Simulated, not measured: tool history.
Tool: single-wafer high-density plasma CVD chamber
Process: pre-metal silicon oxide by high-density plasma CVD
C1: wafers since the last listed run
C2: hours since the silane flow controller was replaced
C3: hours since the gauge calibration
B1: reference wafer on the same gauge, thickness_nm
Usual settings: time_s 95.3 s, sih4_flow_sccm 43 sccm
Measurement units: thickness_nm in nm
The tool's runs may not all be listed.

{"run": 1, "hour": 0.0, "time_s": 87.7, "sih4_flow_sccm": 43, "C1": 0, "C2": 2948.3, "C3": 156.1, "B1": 427.558, "thickness_nm": 417.196}
{"run": 2, "hour": 56.6, "time_s": 95.3, "sih4_flow_sccm": 49, "C1": 675, "C2": 3004.9, "C3": 212.7, "B1": 427.14, "thickness_nm": 521.258}
{"run": 3, "hour": 108.0, "time_s": 95.3, "sih4_flow_sccm": 49, "C1": 613, "C2": 3056.3, "C3": 264.1, "B1": 426.353, "thickness_nm": 512.217}
{"run": 4, "hour": 133.4, "time_s": 95.3, "sih4_flow_sccm": 49, "C1": 303, "C2": 3081.7, "C3": 289.5, "B1": 426.336, "thickness_nm": 521.156}
{"run": 5, "hour": 200.6, "time_s": 95.3, "sih4_flow_sccm": 47, "C1": 802, "C2": 3148.9, "C3": 356.7, "B1": 427.763, "thickness_nm": 494.733}
{"run": 6, "hour": 265.1, "time_s": 95.3, "sih4_flow_sccm": 38, "C1": 770, "C2": 3213.4, "C3": 421.2, "B1": 426.806, "thickness_nm": 406.706}
{"run": 7, "hour": 313.0, "time_s": 95.3, "sih4_flow_sccm": 38, "C1": 572, "C2": 3261.3, "C3": 469.1, "B1": 427.104, "thickness_nm": 399.281}
{"run": 8, "hour": 370.1, "time_s": 88, "sih4_flow_sccm": 43, "C1": 681, "C2": 3318.4, "C3": 526.2, "B1": 426.847, "thickness_nm": 422.297}
{"run": 9, "hour": 421.2, "time_s": 95.3, "sih4_flow_sccm": 43, "C1": 610, "C2": 3369.5, "C3": 577.3, "B1": 427.383, "thickness_nm": 457.681}
{"run": 10, "hour": 470.8, "time_s": 95.3, "sih4_flow_sccm": 43, "C1": 592, "C2": 3419.1, "C3": 626.9, "B1": 426.836, "thickness_nm": 454.883}
{"run": 11, "hour": 520.5, "time_s": 85.1, "sih4_flow_sccm": 43, "C1": 593, "C2": 3468.8, "C3": 676.6, "B1": 427.044, "thickness_nm": 407.599}
{"run": 12, "hour": 589.3, "time_s": 95.3, "sih4_flow_sccm": 43, "C1": 821, "C2": 3537.6, "C3": 745.4, "B1": 427.24, "thickness_nm": 456.133}
{"run": 13, "hour": 656.4, "time_s": 101.7, "sih4_flow_sccm": 49, "C1": 801, "C2": 3604.7, "C3": 812.5, "B1": 427.272, "thickness_nm": 555.057}
{"run": 14, "hour": 706.2, "time_s": 100.9, "sih4_flow_sccm": 46, "C1": 594, "C2": 3654.5, "C3": 862.3, "B1": 427.968, "thickness_nm": 516.95}
{"hour": 752.9, "done": "gauge calibrated"}
{"run": 15, "hour": 769.7, "time_s": 110.5, "sih4_flow_sccm": 36, "C1": 758, "C2": 3718, "C3": 16.8, "B1": 426.479, "thickness_nm": 440.805}
{"hour": 830.3, "done": "silane flow controller replaced"}
{"run": 16, "hour": 830.8, "time_s": 86.4, "sih4_flow_sccm": 50, "C1": 634, "C2": 0.5, "C3": 77.9, "B1": 427.106, "thickness_nm": 484.279}
{"run": 17, "hour": 891.1, "time_s": 77.4, "sih4_flow_sccm": 51, "C1": 720, "C2": 60.8, "C3": 138.2, "B1": 427.333, "thickness_nm": 436.804}

Predict the results of run 18:
{"run": 18, "hour": 920.6, "time_s": 110.3, "sih4_flow_sccm": 43, "C1": 352, "C2": 90.3, "C3": 167.7, "B1": "?", "thickness_nm": "?"}

B1: 427.201
thickness_nm: 527.507 nm
Take away the tool's hidden state, keep the run-to-run variation as it was, and the same run would have given thickness_nm 527.507 nm.

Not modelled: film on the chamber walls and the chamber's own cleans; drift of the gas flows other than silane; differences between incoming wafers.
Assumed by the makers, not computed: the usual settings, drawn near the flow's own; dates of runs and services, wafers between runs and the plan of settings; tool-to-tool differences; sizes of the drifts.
